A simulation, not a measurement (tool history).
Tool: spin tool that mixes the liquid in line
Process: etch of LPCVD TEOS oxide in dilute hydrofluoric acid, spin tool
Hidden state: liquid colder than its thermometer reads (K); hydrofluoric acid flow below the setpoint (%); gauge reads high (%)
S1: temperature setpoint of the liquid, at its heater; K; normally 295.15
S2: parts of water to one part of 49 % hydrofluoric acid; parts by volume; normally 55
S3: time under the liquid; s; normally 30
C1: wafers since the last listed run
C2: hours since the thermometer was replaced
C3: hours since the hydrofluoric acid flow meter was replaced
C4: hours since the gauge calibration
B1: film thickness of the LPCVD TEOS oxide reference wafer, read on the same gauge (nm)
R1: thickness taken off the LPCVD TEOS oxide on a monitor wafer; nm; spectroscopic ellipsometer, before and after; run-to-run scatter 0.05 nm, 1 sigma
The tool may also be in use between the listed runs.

Run 1, hour 0.0: usual settings but S1 293.15 K, S3 25 s; C1 0; C2 788.8; C3 175.2; C4 697.1; B1 99.99. Result: R1 6.31 nm.
Run 2, hour 27.3: usual settings; C1 202; C2 816.1; C3 202.5; C4 724.4; B1 100.00. Result: R1 8.21 nm.
Run 3, hour 59.2: usual settings; C1 236; C2 848.0; C3 234.4; C4 756.3; B1 99.98. Result: R1 8.09 nm.
Run 4, hour 85.1: usual settings; C1 191; C2 873.9; C3 260.3; C4 782.2; B1 100.00. Result: R1 8.14 nm.
Run 5, hour 115.5: usual settings; C1 225; C2 904.3; C3 290.7; C4 812.6; B1 99.99. Result: R1 8.00 nm.
Run 6, hour 131.3: usual settings; C1 117; C2 920.1; C3 306.5; C4 828.4; B1 100.00. Result: R1 8.06 nm.
Run 7, hour 164.2: usual settings; C1 243; C2 953.0; C3 339.4; C4 861.3; B1 99.99. Result: R1 7.93 nm.
At hour 184.1: hydrofluoric acid flow meter replaced.
Run 8, hour 198.6: usual settings; C1 247; C2 987.4; C3 14.5; C4 895.7; B1 100.02. Result: R1 7.35 nm.
Run 9, hour 211.7: usual settings; C1 97; C2 1000.5; C3 27.6; C4 908.8; B1 100.00. Result: R1 7.39 nm.
At hour 213.3: thermometer replaced.
Run 10, hour 241.7: usual settings; C1 214; C2 28.4; C3 57.6; C4 938.8; B1 99.98. Result: R1 7.28 nm.
Run 11, hour 256.2: usual settings; C1 107; C2 42.9; C3 72.1; C4 953.3; B1 100.02. Result: R1 7.27 nm.
Run 12, hour 277.9: usual settings but S1 297.65 K, S2 45 parts by volume, S3 15 s; C1 160; C2 64.6; C3 93.8; C4 975.0; B1 100.00. Result: R1 5.01 nm.
Run 13, hour 302.3: usual settings; C1 180; C2 89.0; C3 118.2; C4 999.4; B1 100.01. Result: R1 7.17 nm.
Run 14, hour 322.6: usual settings but S3 45 s; C1 150; C2 109.3; C3 138.5; C4 1019.7; B1 100.00. Result: R1 10.86 nm.
Run 15, hour 353.9: usual settings; C1 231; C2 140.6; C3 169.8; C4 1051.0; B1 100.01. Result: R1 7.13 nm.
Run 16, hour 374.1: usual settings but S1 299.65 K, S2 30 parts by volume, S3 15 s; C1 149; C2 160.8; C3 190.0; C4 1071.2; B1 99.99. Result: R1 8.20 nm.
At hour 375.4: hydrofluoric acid flow meter replaced, repeated, since the last time left the tool worse.
At hour 387.7: gauge calibrated.
Run 17, hour 406.0: usual settings but S1 297.15 K, S2 40 parts by volume, S3 40 s; C1 228; C2 192.7; C3 30.6; C4 18.3; B1 100.00. Result: R1 16.99 nm.
Run 18, hour 436.4: usual settings; C1 225; C2 223.1; C3 61.0; C4 48.7; B1 99.99. Result: R1 8.35 nm.
Run 19, hour 450.4: usual settings but S1 297.65 K, S2 85 parts by volume, S3 40 s; C1 103; C2 237.1; C3 75.0; C4 62.7; B1 99.99. Result: R1 7.73 nm.
Run 20, hour 474.3: usual settings but S1 298.15 K; C1 177; C2 261.0; C3 98.9; C4 86.6; B1 100.01. Result: R1 9.42 nm.
Run 21, hour 499.8: usual settings but S1 291.15 K, S3 40 s; C1 188; C2 286.5; C3 124.4; C4 112.1; B1 100.01. Result: R1 9.34 nm.
Run 22, hour 528.9: usual settings; C1 215; C2 315.6; C3 153.5; C4 141.2; B1 99.99. Result: R1 8.27 nm.
Run 23, hour 547.8: usual settings but S1 299.65 K, S2 35 parts by volume, S3 35 s; C1 139; C2 334.5; C3 172.4; C4 160.1; B1 100.00. Result: R1 18.71 nm.
Run 24, hour 583.5: usual settings but S1 292.65 K, S2 40 parts by volume, S3 20 s; C1 264; C2 370.2; C3 208.1; C4 195.8; B1 99.98. Result: R1 6.90 nm.
Run 25, hour 603.7: usual settings but S2 35 parts by volume; C1 149; C2 390.4; C3 228.3; C4 216.0; B1 100.01. Result: R1 13.28 nm.
Run 26, hour 627.2: usual settings but S2 80 parts by volume, S3 15 s; C1 174; C2 413.9; C3 251.8; C4 239.5; B1 100.02. Result: R1 2.66 nm.
Run 27, hour 645.8: usual settings but S1 296.65 K; C1 137; C2 432.5; C3 270.4; C4 258.1; B1 99.98. Result: R1 8.59 nm.
Run 28, hour 658.3: usual settings but S1 290.15 K, S2 80 parts by volume; C1 92; C2 445.0; C3 282.9; C4 270.6; B1 100.01. Result: R1 4.37 nm.
Run 29, hour 683.1: usual settings but S2 40 parts by volume, S3 15 s; C1 183; C2 469.8; C3 307.7; C4 295.4; B1 99.99. Result: R1 5.65 nm.
Run 30, hour 702.3: usual settings but S1 297.15 K; C1 142; C2 489.0; C3 326.9; C4 314.6; B1 100.01. Result: R1 8.60 nm.
Run 31, hour 718.2: usual settings; C1 117; C2 504.9; C3 342.8; C4 330.5; B1 100.00. Result: R1 7.95 nm.
At hour 729.6: hydrofluoric acid flow meter replaced.
Run 32, hour 733.2: usual settings but S3 15 s; C1 103; C2 519.9; C3 3.6; C4 345.5; B1 100.02. Result: R1 4.19 nm.
Run 33, hour 755.5: usual settings but S1 292.15 K, S3 20 s; C1 165; C2 542.2; C3 25.9; C4 367.8; B1 100.02. Result: R1 4.94 nm.

4 ways to go on from here, each from the tool as it stands after run 33. What would each give?
Run A, hour 755.9: usual settings but S3 40 s; C1 2; C2 542.6; C3 26.3; C4 368.2; B1 ?. Result: R1 ?.
Run B, hour 755.9: usual settings but S1 297.65 K, S2 80 parts by volume, S3 40 s; C1 2; C2 542.6; C3 26.3; C4 368.2; B1 ?. Result: R1 ?.
Run C, hour 755.9: usual settings but S3 50 s; C1 2; C2 542.6; C3 26.3; C4 368.2; B1 ?. Result: R1 ?.
Run D, hour 755.9: usual settings but S1 299.15 K, S2 30 parts by volume, S3 20 s; C1 2; C2 542.6; C3 26.3; C4 368.2; B1 ?. Result: R1 ?.

run      B1     R1
  A  100.01  11.18
  B  100.01   8.24
  C  100.01  13.98
  D  100.01  12.51
Stripped of hidden state, with their random variation kept, the same runs would have yielded:
run     R1
  A  11.31
  B   8.34
  C  14.14
  D  12.65
